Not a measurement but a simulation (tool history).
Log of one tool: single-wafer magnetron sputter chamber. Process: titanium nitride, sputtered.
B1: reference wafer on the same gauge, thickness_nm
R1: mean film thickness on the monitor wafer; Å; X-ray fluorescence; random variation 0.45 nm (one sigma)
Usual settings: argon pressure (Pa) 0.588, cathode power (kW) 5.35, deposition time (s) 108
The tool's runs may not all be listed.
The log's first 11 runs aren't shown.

Run 12, hour 851.6: usual settings but argon pressure (Pa) 0.704; B1 87.517. Result: R1 892.91 Å.
At hour 938: sputter target and shields replaced.
Run 13, hour 950.3: usual settings but argon pressure (Pa) 0.802, cathode power (kW) 6.25, deposition time (s) 92; B1 87.589. Result: R1 888.37 Å.
Run 14, hour 1015.3: usual settings; B1 87.619. Result: R1 953.18 Å.
At hour 1037.2: capacitance manometer re-zeroed and calibrated.
Run 15, hour 1060.9: usual settings; B1 87.518. Result: R1 978.89 Å.
At hour 1109.8: magnet pack replaced.
Run 16, hour 1110.3: usual settings; B1 87.597. Result: R1 981.7 Å.
Run 17, hour 1176.2: usual settings but cathode power (kW) 6.3, deposition time (s) 125; B1 87.657. Result: R1 1326.09 Å.
Run 18, hour 1387.2: usual settings; B1 87.656. Result: R1 956.8 Å.
Run 19, hour 1470.6: usual settings but argon pressure (Pa) 0.793, cathode power (kW) 4.8, deposition time (s) 102; B1 87.566. Result: R1 753.03 Å.
Run 20, hour 1539.8: usual settings but cathode power (kW) 4.4, deposition time (s) 117; B1 87.598. Result: R1 834.18 Å.
Run 21, hour 1618.9: usual settings but argon pressure (Pa) 0.699, cathode power (kW) 6.55; B1 87.671. Result: R1 1104.58 Å.
At hour 1629.3: sputter target and shields replaced.
Run 22, hour 1685: usual settings but argon pressure (Pa) 0.803, cathode power (kW) 6.05, deposition time (s) 117; B1 87.583. Result: R1 1108.46 Å.
Run 23, hour 1746.4: usual settings but argon pressure (Pa) 0.444, cathode power (kW) 5.95; B1 87.598. Result: R1 1112.99 Å.
Run 24, hour 1794.3: usual settings but cathode power (kW) 4.05, deposition time (s) 125; B1 87.578. Result: R1 845.59 Å.
Run 25, hour 1855: usual settings but argon pressure (Pa) 0.754, cathode power (kW) 4.75, deposition time (s) 96; B1 87.549. Result: R1 720.12 Å.
Run 26, hour 1958.7: usual settings but argon pressure (Pa) 0.821, cathode power (kW) 4.8, deposition time (s) 116; B1 87.596. Result: R1 857.71 Å.
Run 27, hour 2017: usual settings but cathode power (kW) 4.75, deposition time (s) 124; B1 87.666. Result: R1 968.57 Å.
Run 28, hour 2120.2: usual settings but deposition time (s) 120; B1 87.707. Result: R1 1044.52 Å.
Run 29, hour 2177: usual settings but argon pressure (Pa) 0.725, cathode power (kW) 4.3, deposition time (s) 98; B1 87.613. Result: R1 650.7 Å.
Run 30, hour 2274.4: usual settings but argon pressure (Pa) 0.464; B1 87.535. Result: R1 963.57 Å.
At hour 2295.6: sputter target and shields replaced.
Run 31, hour 2333.4: usual settings but deposition time (s) 100; B1 87.592. Result: R1 894.85 Å.
Run 32, hour 2427.5: usual settings; B1 87.753. Result: R1 961.62 Å.
Run 33, hour 2505.9: usual settings but deposition time (s) 90; B1 87.57. Result: R1 799.39 Å.
Run 34, hour 2588.9: usual settings but argon pressure (Pa) 0.721, deposition time (s) 117; B1 87.603. Result: R1 998.42 Å.
Run 35, hour 2648.3: usual settings; B1 87.693. Result: R1 951.74 Å.

3 ways to go on from here, each from the tool as it stands after run 35. What would each give?
Run A, hour 2648.7: usual settings; B1 ?. Result: R1 ?.
Run B, hour 2648.7: usual settings but argon pressure (Pa) 0.376, cathode power (kW) 4.35, deposition time (s) 115; B1 ?. Result: R1 ?.
Run C, hour 2648.7: usual settings but cathode power (kW) 5.85, deposition time (s) 126; B1 ?. Result: R1 ?.

run      B1       R1
  A  87.495   954.88
  B  87.495   883.83
  C  87.495  1218.14
Without the tool's hidden state the same runs would have given:
run       R1
  A   989.37
  B   909.85
  C  1262.14
